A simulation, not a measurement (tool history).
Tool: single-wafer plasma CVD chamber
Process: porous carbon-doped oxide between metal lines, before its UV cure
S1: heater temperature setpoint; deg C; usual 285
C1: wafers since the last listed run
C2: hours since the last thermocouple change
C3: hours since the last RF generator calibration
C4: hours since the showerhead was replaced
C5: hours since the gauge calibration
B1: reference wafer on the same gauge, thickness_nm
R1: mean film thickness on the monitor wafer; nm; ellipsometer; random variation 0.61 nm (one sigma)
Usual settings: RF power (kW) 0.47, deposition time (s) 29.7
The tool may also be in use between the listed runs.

run 1 hour=0 | S1=285 RF_power_(kW)=0.47 deposition_time_(s)=29.7 | C1=0 C2=1051.5 C3=912.5 C4=3565.1 C5=402.6 | B1=172.994 | R1=158.792
-- hour=28.3 RF generator calibrated
run 2 hour=28.8 | S1=289 RF_power_(kW)=0.47 deposition_time_(s)=32.7 | C1=305 C2=1080.3 C3=0.5 C4=3593.9 C5=431.4 | B1=172.872 | R1=177.985
run 3 hour=61.9 | S1=289 RF_power_(kW)=0.47 deposition_time_(s)=32.7 | C1=486 C2=1113.4 C3=33.6 C4=3627 C5=464.5 | B1=173.129 | R1=178.638
run 4 hour=100.5 | S1=289 RF_power_(kW)=0.47 deposition_time_(s)=32.7 | C1=567 C2=1152 C3=72.2 C4=3665.6 C5=503.1 | B1=173.193 | R1=176.845
run 5 hour=128.4 | S1=285 RF_power_(kW)=0.47 deposition_time_(s)=29.7 | C1=410 C2=1179.9 C3=100.1 C4=3693.5 C5=531 | B1=172.877 | R1=165.735
run 6 hour=195 | S1=285 RF_power_(kW)=0.47 deposition_time_(s)=29.7 | C1=979 C2=1246.5 C3=166.7 C4=3760.1 C5=597.6 | B1=173.094 | R1=164.475
run 7 hour=372.2 | S1=285 RF_power_(kW)=0.47 deposition_time_(s)=29.7 | C1=2605 C2=1423.7 C3=343.9 C4=3937.3 C5=774.8 | B1=172.944 | R1=163.283
run 8 hour=399.6 | S1=285 RF_power_(kW)=0.47 deposition_time_(s)=29.7 | C1=402 C2=1451.1 C3=371.3 C4=3964.7 C5=802.2 | B1=173.08 | R1=162.58
run 9 hour=579 | S1=280 RF_power_(kW)=0.47 deposition_time_(s)=34.3 | C1=2637 C2=1630.5 C3=550.7 C4=4144.1 C5=981.6 | B1=173.115 | R1=189.887
run 10 hour=613.2 | S1=280 RF_power_(kW)=0.47 deposition_time_(s)=34.3 | C1=502 C2=1664.7 C3=584.9 C4=4178.3 C5=1015.8 | B1=172.995 | R1=190.523
run 11 hour=652.4 | S1=280 RF_power_(kW)=0.47 deposition_time_(s)=34.3 | C1=576 C2=1703.9 C3=624.1 C4=4217.5 C5=1055 | B1=173.236 | R1=191.434
run 12 hour=707.8 | S1=285 RF_power_(kW)=0.47 deposition_time_(s)=29.7 | C1=814 C2=1759.3 C3=679.5 C4=4272.9 C5=1110.4 | B1=173.065 | R1=160.842
run 13 hour=734.9 | S1=285 RF_power_(kW)=0.47 deposition_time_(s)=29.7 | C1=398 C2=1786.4 C3=706.6 C4=4300 C5=1137.5 | B1=172.941 | R1=160.53
-- hour=768.5 RF generator calibrated
run 14 hour=816.6 | S1=285 RF_power_(kW)=0.47 deposition_time_(s)=29.7 | C1=1083 C2=1868.1 C3=48.1 C4=4381.7 C5=1219.2 | B1=173.171 | R1=164.205
run 15 hour=881.4 | S1=285 RF_power_(kW)=0.47 deposition_time_(s)=29.7 | C1=952 C2=1932.9 C3=112.9 C4=4446.5 C5=1284 | B1=173.016 | R1=164.158
run 16 hour=914.4 | S1=299 RF_power_(kW)=0.47 deposition_time_(s)=29.7 | C1=485 C2=1965.9 C3=145.9 C4=4479.5 C5=1317 | B1=173.143 | R1=152.2
run 17 hour=947.6 | S1=285 RF_power_(kW)=0.47 deposition_time_(s)=29.7 | C1=488 C2=1999.1 C3=179.1 C4=4512.7 C5=1350.2 | B1=173.194 | R1=164.18
-- hour=998.9 gauge calibrated
run 18 hour=1004.2 | S1=297 RF_power_(kW)=0.47 deposition_time_(s)=32.7 | C1=832 C2=2055.7 C3=235.7 C4=4569.3 C5=5.3 | B1=173.217 | R1=167.866
-- hour=1051 thermocouple changed; heater temperature recalibrated
run 19 hour=1051.5 | S1=285 RF_power_(kW)=0.47 deposition_time_(s)=31.4 | C1=577 C2=0.5 C3=283 C4=4616.6 C5=52.6 | B1=173.181 | R1=172.91
-- hour=1100.9 showerhead replaced
run 20 hour=1101.4 | S1=289 RF_power_(kW)=0.47 deposition_time_(s)=32.7 | C1=616 C2=50.4 C3=332.9 C4=0.5 C5=102.5 | B1=172.935 | R1=174.665
run 21 hour=1159.8 | S1=271 RF_power_(kW)=0.405 deposition_time_(s)=29.7 | C1=858 C2=108.8 C3=391.3 C4=58.9 C5=160.9 | B1=173.021 | R1=159.246
run 22 hour=1190.6 | S1=285 RF_power_(kW)=0.47 deposition_time_(s)=29.7 | C1=452 C2=139.6 C3=422.1 C4=89.7 C5=191.7 | B1=173.029 | R1=161.38
run 23 hour=1250.1 | S1=275 RF_power_(kW)=0.5 deposition_time_(s)=34.2 | C1=874 C2=199.1 C3=481.6 C4=149.2 C5=251.2 | B1=172.964 | R1=203.997
run 24 hour=1278.2 | S1=285 RF_power_(kW)=0.47 deposition_time_(s)=34.5 | C1=413 C2=227.2 C3=509.7 C4=177.3 C5=279.3 | B1=172.813 | R1=188.157
run 25 hour=1305.8 | S1=285 RF_power_(kW)=0.47 deposition_time_(s)=29.7 | C1=405 C2=254.8 C3=537.3 C4=204.9 C5=306.9 | B1=173.096 | R1=161.632
run 26 hour=1337.6 | S1=285 RF_power_(kW)=0.55 deposition_time_(s)=26.1 | C1=467 C2=286.6 C3=569.1 C4=236.7 C5=338.7 | B1=173.22 | R1=155.353
run 27 hour=1386.4 | S1=285 RF_power_(kW)=0.47 deposition_time_(s)=32.9 | C1=717 C2=335.4 C3=617.9 C4=285.5 C5=387.5 | B1=172.826 | R1=176.494
run 28 hour=1421.3 | S1=285 RF_power_(kW)=0.47 deposition_time_(s)=35 | C1=513 C2=370.3 C3=652.8 C4=320.4 C5=422.4 | B1=172.776 | R1=188.786
run 29 hour=1477.8 | S1=271 RF_power_(kW)=0.555 deposition_time_(s)=25.1 | C1=830 C2=426.8 C3=709.3 C4=376.9 C5=478.9 | B1=172.897 | R1=160.127
run 30 hour=1546.2 | S1=281 RF_power_(kW)=0.47 deposition_time_(s)=31.3 | C1=1005 C2=495.2 C3=777.7 C4=445.3 C5=547.3 | B1=172.933 | R1=171.708
-- hour=1607.1 RF generator calibrated
run 31 hour=1607.6 | S1=285 RF_power_(kW)=0.47 deposition_time_(s)=32.5 | C1=785 C2=556.6 C3=0.5 C4=506.7 C5=608.7 | B1=173.072 | R1=181.297

3 ways to go on from here, each from the tool as it stands after run 31. What would each give?
run A hour=1608 | S1=277 RF_power_(kW)=0.47 deposition_time_(s)=29.7 | C1=5 C2=557 C3=0.9 C4=507.1 C5=609.1 | B1=? | R1=?
run B hour=1608 | S1=281 RF_power_(kW)=0.38 deposition_time_(s)=24.6 | C1=5 C2=557 C3=0.9 C4=507.1 C5=609.1 | B1=? | R1=?
run C hour=1608 | S1=285 RF_power_(kW)=0.47 deposition_time_(s)=24.7 | C1=5 C2=557 C3=0.9 C4=507.1 C5=609.1 | B1=? | R1=?

run=A B1=172.985 R1=173.288
run=B B1=172.985 R1=124.688
run=C B1=172.985 R1=138.663
Without the tool's hidden state the same runs would have given:
run=A R1=173.48
run=B R1=124.847
run=C R1=138.817
